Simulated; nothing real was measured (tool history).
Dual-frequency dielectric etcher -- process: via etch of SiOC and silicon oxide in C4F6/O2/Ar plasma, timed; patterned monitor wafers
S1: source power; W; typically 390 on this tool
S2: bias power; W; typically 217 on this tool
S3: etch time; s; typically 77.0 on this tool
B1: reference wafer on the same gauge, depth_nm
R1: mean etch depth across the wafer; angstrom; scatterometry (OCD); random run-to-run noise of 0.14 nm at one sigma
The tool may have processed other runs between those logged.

run,hour,S1,S2,S3,B1,R1
1,0.0,390,189,77.0,75.1,887
2,32.9,390,189,77.0,75.1,885
3,65.7,390,217,77.0,75.1,918
4,78.9,390,250,77.0,75.1,957
5,106.8,390,250,77.0,75.1,956
6,119.8,390,250,77.0,75.1,955
7,132.0,390,217,77.0,75.1,918
8,146.1,390,217,77.0,75.1,917
9,174.9,390,217,77.0,75.1,916
10,191.5,390,217,77.0,75.1,915
# hour 205.1: gauge calibrated
# hour 216.9: bias power generator calibrated
11,225.8,390,217,77.0,75.1,914
12,261.1,460,173,67.5,75.1,829
13,278.4,450,217,77.0,75.1,996
14,292.7,340,195,77.0,75.1,810
# hour 331.9: wet clean of the chamber
15,332.4,300,265,57.5,75.1,613
16,347.1,390,217,77.0,75.1,922
# hour 373.2: source power generator calibrated
17,377.4,390,217,77.0,75.1,924
# hour 418.5: upper electrode replaced
18,419.0,390,196,62.5,75.1,726
19,427.3,390,184,62.0,75.1,709
20,532.1,420,217,61.5,75.1,764
21,548.5,390,217,90.5,75.1,1076
22,573.1,360,192,88.0,75.1,965
23,604.5,390,188,77.0,75.1,879

Alternative continuations, all from the tool just after run 23; predict every row:
A,604.9,390,217,77.0,?,?
B,604.9,360,260,59.5,?,?
C,604.9,320,217,57.5,?,?
D,604.9,440,266,56.5,?,?
E,604.9,390,180,77.0,?,?

run,B1,R1
A,75.1,915
B,75.1,708
C,75.1,600
D,75.1,764
E,75.1,870
Take away the tool's hidden state, keep each run's random variation, and the runs would have read:
run,R1
A,923
B,715
C,606
D,771
E,878
